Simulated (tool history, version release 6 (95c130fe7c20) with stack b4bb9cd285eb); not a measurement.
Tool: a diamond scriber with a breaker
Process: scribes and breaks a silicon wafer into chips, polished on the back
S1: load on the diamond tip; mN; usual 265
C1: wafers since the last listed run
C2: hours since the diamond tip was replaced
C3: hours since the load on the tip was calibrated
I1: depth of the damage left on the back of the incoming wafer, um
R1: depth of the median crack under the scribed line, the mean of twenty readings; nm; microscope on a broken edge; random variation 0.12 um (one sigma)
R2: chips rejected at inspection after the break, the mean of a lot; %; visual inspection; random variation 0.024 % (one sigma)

run,day,S1,C1,C2,C3,I1,R1,R2
1,0.000,318,0,590.7,194.8,0.03,7300,0.66
# day 2.067: diamond tip replaced by a new one
2,3.608,318,269,37.0,281.4,0.02,8440,2.32
3,6.612,219,229,109.1,353.5,0.01,5660,10.07
4,10.342,219,284,198.6,443.0,0.04,5440,10.98
5,14.262,265,299,292.7,537.1,0.05,6350,3.42
6,18.146,265,296,385.9,630.3,0.05,6300,4.41
7,21.821,265,280,474.1,718.5,0.03,6140,4.28
# day 24.158: diamond tip replaced by a new one
8,28.796,265,525,111.3,885.9,0.03,7030,1.19
9,30.875,244,158,161.2,935.8,0.01,6290,4.71
10,35.283,244,336,267.0,1041.6,0.02,5900,5.52
11,37.400,265,161,317.8,1092.4,0.01,6480,2.83
12,39.096,265,129,358.5,1133.1,0.01,6480,2.89
13,41.433,265,178,414.6,1189.2,0.01,6480,3.38
14,45.596,265,317,514.5,1289.1,0.04,6300,3.41
# day 46.512: diamond tip replaced by a new one
15,49.600,311,299,74.1,1385.2,0.01,7730,0.73
16,51.829,216,170,127.6,1438.7,0.02,5320,14.08
17,54.796,206,226,198.8,1509.9,0.03,5120,18.61
18,62.183,211,563,376.1,1687.2,0.02,4700,21.43
19,65.438,265,248,454.2,1765.3,0.05,6050,6.88
# day 68.983: diamond tip replaced by a new one
20,69.446,335,299,11.1,1861.5,0.05,9140,4.84
# day 70.617: load on the tip recalibrated
21,72.950,236,261,95.2,56.0,0.04,6160,4.90
22,74.700,265,133,137.2,98.0,0.02,6520,1.79
23,76.446,238,133,179.1,139.9,0.03,5900,5.98
24,80.038,339,274,265.3,226.1,0.02,7970,1.04
25,82.942,329,221,335.0,295.8,0.03,7560,0.55
26,85.358,265,184,393.0,353.8,0.03,6200,3.86
27,87.442,212,158,443.0,403.8,0.05,4900,17.91
# day 91.067: diamond tip replaced by a new one
28,94.762,309,552,88.7,579.5,0.02,7830,0.93
29,99.750,342,380,208.4,699.2,0.02,8230,1.77
30,101.333,189,120,246.4,737.2,0.05,4640,26.39
31,103.496,337,165,298.3,789.1,0.05,7910,0.97

The tool's hidden state at each run:
deviation of the load on the tip from its setpoint, %: 0 in every run
H1: share of the diamond tip's cutting effectiveness lost through wear, %
run,H1
1,26.1
2,6.2
3,12.3
4,17.3
5,20.6
6,22.6
7,23.8
8,10.4
9,13.5
10,17.8
11,19.2
12,20.1
13,21.1
14,22.2
15,13.8
16,17.7
17,21.5
18,26.6
19,27.8
20,3.29
21,11.1
22,14
23,16.2
24,19.6
25,21.5
26,22.6
27,23.3
28,9.66
29,16.6
30,18
31,19.6

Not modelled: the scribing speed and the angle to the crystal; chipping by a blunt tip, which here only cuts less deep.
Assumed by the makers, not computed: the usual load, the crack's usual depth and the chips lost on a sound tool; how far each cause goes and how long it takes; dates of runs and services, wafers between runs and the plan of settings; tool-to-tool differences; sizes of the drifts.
